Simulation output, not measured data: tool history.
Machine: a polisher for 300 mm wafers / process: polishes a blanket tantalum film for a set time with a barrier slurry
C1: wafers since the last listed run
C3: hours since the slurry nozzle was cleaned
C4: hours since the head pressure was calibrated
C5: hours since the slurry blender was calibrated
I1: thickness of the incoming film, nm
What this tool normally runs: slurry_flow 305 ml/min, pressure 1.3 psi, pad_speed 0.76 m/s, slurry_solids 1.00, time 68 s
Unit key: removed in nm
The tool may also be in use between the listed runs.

{"run": 1, "hour": 0.0, "slurry_flow": 265, "pressure": 1.3, "pad_speed": 0.76, "slurry_solids": 1.0, "time": 68, "C1": 0, "wafers polished on this pad": 744, "C3": 575.9, "C4": 643.7, "C5": 128.6, "I1": 399.0, "removed": 39.6}
{"run": 2, "hour": 40.1, "slurry_flow": 265, "pressure": 1.3, "pad_speed": 0.76, "slurry_solids": 1.0, "time": 68, "C1": 449, "wafers polished on this pad": 1193, "C3": 616.0, "C4": 683.8, "C5": 168.7, "I1": 404.8, "removed": 38.6}
{"run": 3, "hour": 76.6, "slurry_flow": 265, "pressure": 1.3, "pad_speed": 0.76, "slurry_solids": 1.0, "time": 68, "C1": 408, "wafers polished on this pad": 1602, "C3": 652.5, "C4": 720.3, "C5": 205.2, "I1": 395.2, "removed": 38.0}
{"hour": 97.8, "done": "worn pad replaced by a new one"}
{"hour": 104.8, "done": "slurry blender recalibrated"}
{"run": 4, "hour": 187.8, "slurry_flow": 305, "pressure": 1.1, "pad_speed": 0.76, "slurry_solids": 1.0, "time": 68, "C1": 1178, "wafers polished on this pad": 986, "C3": 763.7, "C4": 831.5, "C5": 83.0, "I1": 397.6, "removed": 34.8}
{"hour": 224.5, "done": "slurry nozzle cleaned"}
{"run": 5, "hour": 249.2, "slurry_flow": 305, "pressure": 1.1, "pad_speed": 0.76, "slurry_solids": 1.0, "time": 68, "C1": 676, "wafers polished on this pad": 1663, "C3": 24.7, "C4": 892.9, "C5": 144.4, "I1": 393.6, "removed": 34.5}
{"hour": 253.8, "done": "worn pad replaced by a new one"}
{"run": 6, "hour": 277.8, "slurry_flow": 305, "pressure": 1.3, "pad_speed": 0.76, "slurry_solids": 1.0, "time": 68, "C1": 275, "wafers polished on this pad": 269, "C3": 53.3, "C4": 921.5, "C5": 173.0, "I1": 401.2, "removed": 41.1}
{"hour": 284.0, "done": "head pressure recalibrated"}
{"run": 7, "hour": 305.2, "slurry_flow": 305, "pressure": 1.3, "pad_speed": 0.76, "slurry_solids": 1.0, "time": 68, "C1": 284, "wafers polished on this pad": 553, "C3": 80.7, "C4": 21.2, "C5": 200.4, "I1": 402.9, "removed": 42.8}
{"hour": 321.1, "done": "slurry blender recalibrated"}
{"run": 8, "hour": 339.4, "slurry_flow": 305, "pressure": 1.3, "pad_speed": 0.76, "slurry_solids": 1.0, "time": 68, "C1": 360, "wafers polished on this pad": 914, "C3": 114.9, "C4": 55.4, "C5": 18.3, "I1": 404.6, "removed": 41.4}
{"hour": 399.3, "done": "worn pad replaced by a new one"}
{"run": 9, "hour": 399.9, "slurry_flow": 305, "pressure": 1.3, "pad_speed": 0.76, "slurry_solids": 1.0, "time": 79, "C1": 633, "wafers polished on this pad": 6, "C3": 175.4, "C4": 115.9, "C5": 78.8, "I1": 400.4, "removed": 52.1}
{"run": 10, "hour": 440.4, "slurry_flow": 305, "pressure": 1.0, "pad_speed": 0.66, "slurry_solids": 1.0, "time": 68, "C1": 453, "wafers polished on this pad": 460, "C3": 215.9, "C4": 156.4, "C5": 119.3, "I1": 400.2, "removed": 30.5}
{"run": 11, "hour": 473.4, "slurry_flow": 335, "pressure": 1.3, "pad_speed": 0.92, "slurry_solids": 1.15, "time": 84, "C1": 369, "wafers polished on this pad": 830, "C3": 248.9, "C4": 189.4, "C5": 152.3, "I1": 399.4, "removed": 65.9}
{"hour": 516.0, "done": "slurry blender recalibrated"}
{"run": 12, "hour": 518.0, "slurry_flow": 380, "pressure": 0.8, "pad_speed": 0.76, "slurry_solids": 0.9, "time": 68, "C1": 477, "wafers polished on this pad": 1307, "C3": 293.5, "C4": 234.0, "C5": 2.0, "I1": 397.2, "removed": 27.5}
{"hour": 522.5, "done": "worn pad replaced by a new one"}
{"run": 13, "hour": 559.7, "slurry_flow": 305, "pressure": 1.3, "pad_speed": 0.76, "slurry_solids": 1.0, "time": 68, "C1": 422, "wafers polished on this pad": 417, "C3": 335.2, "C4": 275.7, "C5": 43.7, "I1": 399.0, "removed": 42.1}
{"run": 14, "hour": 609.9, "slurry_flow": 210, "pressure": 0.9, "pad_speed": 0.76, "slurry_solids": 1.0, "time": 68, "C1": 562, "wafers polished on this pad": 979, "C3": 385.4, "C4": 325.9, "C5": 93.9, "I1": 404.9, "removed": 30.4}
{"run": 15, "hour": 648.7, "slurry_flow": 305, "pressure": 1.3, "pad_speed": 0.76, "slurry_solids": 1.25, "time": 68, "C1": 434, "wafers polished on this pad": 1414, "C3": 424.2, "C4": 364.7, "C5": 132.7, "I1": 399.4, "removed": 43.8}
{"hour": 659.8, "done": "worn pad replaced by a new one"}
{"run": 16, "hour": 677.3, "slurry_flow": 275, "pressure": 1.3, "pad_speed": 0.76, "slurry_solids": 1.0, "time": 68, "C1": 275, "wafers polished on this pad": 195, "C3": 452.8, "C4": 393.3, "C5": 161.3, "I1": 405.1, "removed": 42.6}
{"hour": 706.8, "done": "slurry blender recalibrated"}
{"run": 17, "hour": 719.0, "slurry_flow": 305, "pressure": 1.6, "pad_speed": 0.88, "slurry_solids": 1.0, "time": 68, "C1": 444, "wafers polished on this pad": 640, "C3": 494.5, "C4": 435.0, "C5": 12.2, "I1": 399.4, "removed": 54.7}

Here are 3 independent what-if runs from the current tool condition. What would each one return?
{"run": "A", "hour": 719.4, "slurry_flow": 305, "pressure": 1.3, "pad_speed": 0.76, "slurry_solids": 1.0, "time": 48, "C1": 4, "wafers polished on this pad": 644, "C3": 494.9, "C4": 435.4, "C5": 12.6, "I1": 391.3, "removed": "?"}
{"run": "B", "hour": 719.4, "slurry_flow": 305, "pressure": 1.0, "pad_speed": 0.76, "slurry_solids": 1.0, "time": 76, "C1": 4, "wafers polished on this pad": 644, "C3": 494.9, "C4": 435.4, "C5": 12.6, "I1": 391.3, "removed": "?"}
{"run": "C", "hour": 719.4, "slurry_flow": 305, "pressure": 0.9, "pad_speed": 0.76, "slurry_solids": 0.75, "time": 68, "C1": 4, "wafers polished on this pad": 644, "C3": 494.9, "C4": 435.4, "C5": 12.6, "I1": 391.3, "removed": "?"}

run=A removed=28.9
run=B removed=37.1
run=C removed=27.1
Take away the tool's hidden state, keep each run's random variation, and the runs would have read:
run=A removed=32.4
run=B removed=41.7
run=C removed=30.4
